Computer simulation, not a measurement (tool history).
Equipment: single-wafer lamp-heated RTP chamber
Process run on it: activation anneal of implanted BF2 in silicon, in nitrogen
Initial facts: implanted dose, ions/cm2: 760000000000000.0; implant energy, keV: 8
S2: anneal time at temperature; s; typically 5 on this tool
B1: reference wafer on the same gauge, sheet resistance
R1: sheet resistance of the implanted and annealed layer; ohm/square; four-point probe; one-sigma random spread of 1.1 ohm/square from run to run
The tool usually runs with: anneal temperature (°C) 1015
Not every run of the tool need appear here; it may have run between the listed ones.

run 1 hour=0.0 | anneal_temperature_(°C)=1015 S2=5 | B1=293.41 | R1=349.45
-- hour=98.5 reflector plate cleaned
-- hour=186.0 pyrometer window cleaned and pyrometer calibrated
run 2 hour=195.3 | anneal_temperature_(°C)=1015 S2=5 | B1=295.58 | R1=350.68
run 3 hour=220.7 | anneal_temperature_(°C)=1015 S2=5 | B1=295.59 | R1=351.58
run 4 hour=274.1 | anneal_temperature_(°C)=1015 S2=6 | B1=296.47 | R1=339.41
run 5 hour=325.0 | anneal_temperature_(°C)=1027 S2=5 | B1=297.07 | R1=328.19
run 6 hour=365.9 | anneal_temperature_(°C)=1027 S2=5 | B1=297.51 | R1=328.57
-- hour=410.7 reflector plate cleaned
-- hour=431.3 pyrometer window cleaned and pyrometer calibrated
run 7 hour=436.5 | anneal_temperature_(°C)=1015 S2=7 | B1=298.46 | R1=334.38
run 8 hour=499.0 | anneal_temperature_(°C)=1015 S2=7 | B1=299.95 | R1=334.97
run 9 hour=554.8 | anneal_temperature_(°C)=1024 S2=5 | B1=300.86 | R1=338.08
-- hour=568.1 gauge calibrated
run 10 hour=625.6 | anneal_temperature_(°C)=1024 S2=5 | B1=292.42 | R1=327.02
-- hour=663.4 reflector plate cleaned
run 11 hour=688.2 | anneal_temperature_(°C)=1024 S2=5 | B1=292.44 | R1=328.04
-- hour=723.7 pyrometer window cleaned and pyrometer calibrated
run 12 hour=752.7 | anneal_temperature_(°C)=1007 S2=5 | B1=292.60 | R1=365.78
run 13 hour=806.5 | anneal_temperature_(°C)=992 S2=6 | B1=293.09 | R1=395.03
run 14 hour=858.0 | anneal_temperature_(°C)=1005 S2=6 | B1=293.19 | R1=359.68
run 15 hour=887.5 | anneal_temperature_(°C)=991 S2=3 | B1=293.59 | R1=444.65
-- hour=931.3 reflector plate cleaned
run 16 hour=931.8 | anneal_temperature_(°C)=1015 S2=8 | B1=293.86 | R1=321.99
run 17 hour=989.3 | anneal_temperature_(°C)=1015 S2=5 | B1=294.51 | R1=349.45
-- hour=1036.1 pyrometer window cleaned and pyrometer calibrated
run 18 hour=1038.1 | anneal_temperature_(°C)=1015 S2=5 | B1=295.29 | R1=349.85
run 19 hour=1099.3 | anneal_temperature_(°C)=1003 S2=8 | B1=295.60 | R1=347.24
run 20 hour=1132.4 | anneal_temperature_(°C)=989 S2=3 | B1=296.11 | R1=454.28
run 21 hour=1197.9 | anneal_temperature_(°C)=1015 S2=5 | B1=296.98 | R1=350.35
-- hour=1212.1 reflector plate cleaned
run 22 hour=1253.1 | anneal_temperature_(°C)=1002 S2=7 | B1=298.19 | R1=364.06
run 23 hour=1315.5 | anneal_temperature_(°C)=999 S2=4 | B1=298.96 | R1=412.04
-- hour=1341.0 pyrometer window cleaned and pyrometer calibrated
run 24 hour=1360.7 | anneal_temperature_(°C)=1038 S2=6 | B1=299.76 | R1=297.08

Forecast each of these 5 alternatives for the next run:
run A hour=1361.1 | anneal_temperature_(°C)=1004 S2=5 | B1=? | R1=?
run B hour=1361.1 | anneal_temperature_(°C)=1023 S2=4 | B1=? | R1=?
run C hour=1361.1 | anneal_temperature_(°C)=1044 S2=8 | B1=? | R1=?
run D hour=1361.1 | anneal_temperature_(°C)=1038 S2=3 | B1=? | R1=?
run E hour=1361.1 | anneal_temperature_(°C)=1023 S2=3 | B1=? | R1=?

run=A B1=299.62 R1=381.68
run=B B1=299.62 R1=349.38
run=C B1=299.62 R1=271.57
run=D B1=299.62 R1=335.76
run=E B1=299.62 R1=366.22
Had the tool no hidden state, the same runs would have come out as:
run=A R1=371.62
run=B R1=340.18
run=C R1=264.41
run=D R1=326.91
run=E R1=356.57
